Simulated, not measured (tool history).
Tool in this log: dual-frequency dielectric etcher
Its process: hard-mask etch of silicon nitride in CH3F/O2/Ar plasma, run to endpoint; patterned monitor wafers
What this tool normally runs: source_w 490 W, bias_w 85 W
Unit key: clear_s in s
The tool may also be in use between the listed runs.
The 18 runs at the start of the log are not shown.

run     day  source_w  bias_w  incoming incoming film thickness, nm  clear_s
 19   10.05       600     100                                  52.7     62.1
     11.221  -- wet clean of the chamber
 20  11.242       440      94                                  51.9     65.9
 21  11.254       490      85                                    52     66.8
 22  11.492       590      70                                  52.2     69.2
 23  11.912       490      85                                  51.7     66.5
 24  12.333       580      75                                  52.2     67.9
 25  13.358       600      73                                  52.4     68.3
     13.783  -- source power generator calibrated
 26  13.804       600     100                                  52.5     60.1
 27  14.417       540      85                                    52     65.6
     15.517  -- upper electrode replaced
     15.662  -- bias power generator calibrated
 28  15.683       390      73                                  52.6     76.7
 29  15.696       490      95                                  52.3     65.1
 30  15.962       590      80                                  52.2     65.9
 31  18.017       490      68                                    52     73.9
 32  18.642       410      93                                  52.2     68.7
 33  19.025       490      85                                  52.2     68.2
 34  19.488       490      85                                  52.6     68.6
 35  19.933       580      68                                  52.2     71.8

Predict each of these 4 candidate next runs independently; none follows another, all start after run 35:
  A  19.95       490     103                                  53.1        ?
  B  19.95       570     103                                  53.1        ?
  C  19.95       540      75                                  53.1        ?
  D  19.95       460      79                                  53.1        ?

run  clear_s
  A     64.4
  B     61.9
  C     71.3
  D     72.8
What these runs would have given with no unlogged condition in the tool:
run  clear_s
  A     63.1
  B     60.6
  C     69.9
  D     71.3
